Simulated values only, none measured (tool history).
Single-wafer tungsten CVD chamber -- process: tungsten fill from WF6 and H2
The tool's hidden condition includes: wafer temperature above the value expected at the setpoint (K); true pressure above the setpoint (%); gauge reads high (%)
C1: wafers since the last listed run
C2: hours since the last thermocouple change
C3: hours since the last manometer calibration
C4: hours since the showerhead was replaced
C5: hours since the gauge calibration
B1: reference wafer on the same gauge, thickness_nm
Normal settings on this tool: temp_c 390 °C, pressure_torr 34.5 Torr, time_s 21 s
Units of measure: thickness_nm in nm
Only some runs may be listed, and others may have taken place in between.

Run 1, hour 0: usual settings; C1 0; C2 1634.8; C3 2000.7; C4 5015.4; C5 263.7; B1 57.692. Result: thickness_nm 47.921 nm.
Run 2, hour 34.3: usual settings; C1 761; C2 1669.1; C3 2035; C4 5049.7; C5 298; B1 57.699. Result: thickness_nm 47.672 nm.
Run 3, hour 54.2: usual settings; C1 441; C2 1689; C3 2054.9; C4 5069.6; C5 317.9; B1 57.692. Result: thickness_nm 47.613 nm.
Run 4, hour 89.3: usual settings; C1 779; C2 1724.1; C3 2090; C4 5104.7; C5 353; B1 57.716. Result: thickness_nm 47.24 nm.
Run 5, hour 110: usual settings; C1 459; C2 1744.8; C3 2110.7; C4 5125.4; C5 373.7; B1 57.694. Result: thickness_nm 47.174 nm.
Run 6, hour 129.3: usual settings; C1 428; C2 1764.1; C3 2130; C4 5144.7; C5 393; B1 57.699. Result: thickness_nm 47.109 nm.
Run 7, hour 145.2: usual settings but temp_c 379 °C; C1 353; C2 1780; C3 2145.9; C4 5160.6; C5 408.9; B1 57.694. Result: thickness_nm 37.974 nm.
At hour 154.2: gauge calibrated.
Run 8, hour 161: usual settings but time_s 18.4 s; C1 350; C2 1795.8; C3 2161.7; C4 5176.4; C5 6.8; B1 57.68. Result: thickness_nm 41.176 nm.
Run 9, hour 183.6: usual settings; C1 501; C2 1818.4; C3 2184.3; C4 5199; C5 29.4; B1 57.691. Result: thickness_nm 46.762 nm.
Run 10, hour 203.3: usual settings; C1 437; C2 1838.1; C3 2204; C4 5218.7; C5 49.1; B1 57.707. Result: thickness_nm 46.563 nm.
Run 11, hour 224.9: usual settings; C1 479; C2 1859.7; C3 2225.6; C4 5240.3; C5 70.7; B1 57.69. Result: thickness_nm 46.463 nm.
At hour 277.1: capacitance manometer re-zeroed and calibrated.
At hour 289.6: showerhead replaced.
At hour 321.3: thermocouple changed; heater temperature recalibrated.
Run 12, hour 321.8: usual settings but time_s 23.6 s; C1 1618; C2 0.5; C3 44.7; C4 32.2; C5 167.6; B1 57.691. Result: thickness_nm 58.439 nm.
Run 13, hour 341.5: usual settings but time_s 19.2 s; C1 437; C2 20.2; C3 64.4; C4 51.9; C5 187.3; B1 57.688. Result: thickness_nm 47.588 nm.
Run 14, hour 368.9: usual settings but temp_c 404 °C, time_s 22.9 s; C1 608; C2 47.6; C3 91.8; C4 79.3; C5 214.7; B1 57.71. Result: thickness_nm 72.634 nm.
Run 15, hour 430.4: usual settings but temp_c 379 °C, time_s 18.5 s; C1 1365; C2 109.1; C3 153.3; C4 140.8; C5 276.2; B1 57.726. Result: thickness_nm 37.056 nm.
Run 16, hour 448.7: usual settings but temp_c 399 °C, pressure_torr 27 Torr, time_s 17.1 s; C1 406; C2 127.4; C3 171.6; C4 159.1; C5 294.5; B1 57.717. Result: thickness_nm 43.37 nm.
Run 17, hour 463.5: usual settings but temp_c 402 °C, pressure_torr 27 Torr, time_s 17.9 s; C1 328; C2 142.2; C3 186.4; C4 173.9; C5 309.3; B1 57.696. Result: thickness_nm 48.008 nm.

Here are 3 independent what-if runs from the current tool condition. What would each one return?
Run A, hour 463.9: usual settings; C1 8; C2 142.6; C3 186.8; C4 174.3; C5 309.7; B1 ?. Result: thickness_nm ?.
Run B, hour 463.9: usual settings but temp_c 396 °C, pressure_torr 38.5 Torr, time_s 24.4 s; C1 8; C2 142.6; C3 186.8; C4 174.3; C5 309.7; B1 ?. Result: thickness_nm ?.
Run C, hour 463.9: usual settings but temp_c 384 °C; C1 8; C2 142.6; C3 186.8; C4 174.3; C5 309.7; B1 ?. Result: thickness_nm ?.

run      B1  thickness_nm
  A  57.702        51.995
  B  57.702        71.485
  C  57.702        46.412
The same runs, with their run-to-run variation unchanged, on a tool lacking any hidden condition would have given:
run  thickness_nm
  A        51.663
  B        71.036
  C        46.102
